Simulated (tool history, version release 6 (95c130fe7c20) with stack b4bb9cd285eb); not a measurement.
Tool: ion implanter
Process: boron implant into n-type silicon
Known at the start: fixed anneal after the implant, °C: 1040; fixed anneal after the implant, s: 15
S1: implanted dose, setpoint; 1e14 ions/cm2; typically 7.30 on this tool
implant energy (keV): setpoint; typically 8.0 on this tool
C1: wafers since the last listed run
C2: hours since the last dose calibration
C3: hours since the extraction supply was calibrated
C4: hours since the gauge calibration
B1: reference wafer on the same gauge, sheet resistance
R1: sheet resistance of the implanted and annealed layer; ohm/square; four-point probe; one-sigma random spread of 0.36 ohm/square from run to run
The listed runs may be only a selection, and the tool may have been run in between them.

run 1 hour=0.0 | S1=7.30 implant_energy_(keV)=8.0 | C1=0 C2=1926.4 C3=7163.4 C4=130.6 | B1=147.05 | R1=179.72
run 2 hour=8.6 | S1=7.30 implant_energy_(keV)=8.0 | C1=205 C2=1935.0 C3=7172.0 C4=139.2 | B1=146.96 | R1=179.89
run 3 hour=25.3 | S1=7.30 implant_energy_(keV)=8.0 | C1=398 C2=1951.7 C3=7188.7 C4=155.9 | B1=147.01 | R1=179.67
run 4 hour=35.6 | S1=7.30 implant_energy_(keV)=8.0 | C1=245 C2=1962.0 C3=7199.0 C4=166.2 | B1=146.99 | R1=180.01
run 5 hour=49.5 | S1=7.30 implant_energy_(keV)=8.0 | C1=331 C2=1975.9 C3=7212.9 C4=180.1 | B1=146.93 | R1=179.69
run 6 hour=55.7 | S1=7.30 implant_energy_(keV)=8.0 | C1=147 C2=1982.1 C3=7219.1 C4=186.3 | B1=147.08 | R1=179.32
run 7 hour=65.4 | S1=7.30 implant_energy_(keV)=8.0 | C1=231 C2=1991.8 C3=7228.8 C4=196.0 | B1=146.97 | R1=179.48
run 8 hour=74.3 | S1=7.30 implant_energy_(keV)=8.0 | C1=212 C2=2000.7 C3=7237.7 C4=204.9 | B1=147.02 | R1=179.80
run 9 hour=80.3 | S1=7.30 implant_energy_(keV)=8.0 | C1=143 C2=2006.7 C3=7243.7 C4=210.9 | B1=146.94 | R1=179.29
run 10 hour=96.2 | S1=7.30 implant_energy_(keV)=8.0 | C1=379 C2=2022.6 C3=7259.6 C4=226.8 | B1=147.02 | R1=179.95
run 11 hour=110.9 | S1=7.30 implant_energy_(keV)=8.0 | C1=350 C2=2037.3 C3=7274.3 C4=241.5 | B1=146.95 | R1=180.31
run 12 hour=126.5 | S1=9.24 implant_energy_(keV)=5.5 | C1=371 C2=2052.9 C3=7289.9 C4=257.1 | B1=146.99 | R1=161.73
run 13 hour=137.5 | S1=7.30 implant_energy_(keV)=5.5 | C1=262 C2=2063.9 C3=7300.9 C4=268.1 | B1=146.89 | R1=189.08
-- hour=147.2 gauge calibrated
run 14 hour=154.9 | S1=5.21 implant_energy_(keV)=9.5 | C1=414 C2=2081.3 C3=7318.3 C4=7.7 | B1=147.09 | R1=235.08
-- hour=164.2 extraction supply calibrated
run 15 hour=164.7 | S1=7.30 implant_energy_(keV)=6.5 | C1=42 C2=2091.1 C3=0.5 C4=17.5 | B1=146.95 | R1=184.77
run 16 hour=181.5 | S1=6.57 implant_energy_(keV)=5.5 | C1=400 C2=2107.9 C3=17.3 C4=34.3 | B1=146.97 | R1=206.63
-- hour=192.1 Faraday cup replaced and dose calibrated
run 17 hour=197.9 | S1=6.41 implant_energy_(keV)=5.5 | C1=200 C2=5.8 C3=33.7 C4=50.7 | B1=147.00 | R1=210.26
run 18 hour=215.8 | S1=7.30 implant_energy_(keV)=8.0 | C1=426 C2=23.7 C3=51.6 C4=68.6 | B1=146.98 | R1=179.72
run 19 hour=222.6 | S1=9.04 implant_energy_(keV)=6.0 | C1=162 C2=30.5 C3=58.4 C4=75.4 | B1=147.04 | R1=160.48
run 20 hour=234.7 | S1=7.30 implant_energy_(keV)=8.0 | C1=288 C2=42.6 C3=70.5 C4=87.5 | B1=146.97 | R1=179.89
run 21 hour=243.5 | S1=7.30 implant_energy_(keV)=8.0 | C1=209 C2=51.4 C3=79.3 C4=96.3 | B1=147.08 | R1=180.04
run 22 hour=254.0 | S1=5.33 implant_energy_(keV)=10.0 | C1=250 C2=61.9 C3=89.8 C4=106.8 | B1=146.95 | R1=229.18
run 23 hour=264.6 | S1=6.53 implant_energy_(keV)=10.5 | C1=252 C2=72.5 C3=100.4 C4=117.4 | B1=147.02 | R1=191.39

Exercise: give the hidden state of the tool at every run:
deviation of the true dose from the Faraday cup's reading, %: 0 on each run
deviation of the true energy from its setpoint, %: 0 on each run
gauge reads high (%): 0 on each run

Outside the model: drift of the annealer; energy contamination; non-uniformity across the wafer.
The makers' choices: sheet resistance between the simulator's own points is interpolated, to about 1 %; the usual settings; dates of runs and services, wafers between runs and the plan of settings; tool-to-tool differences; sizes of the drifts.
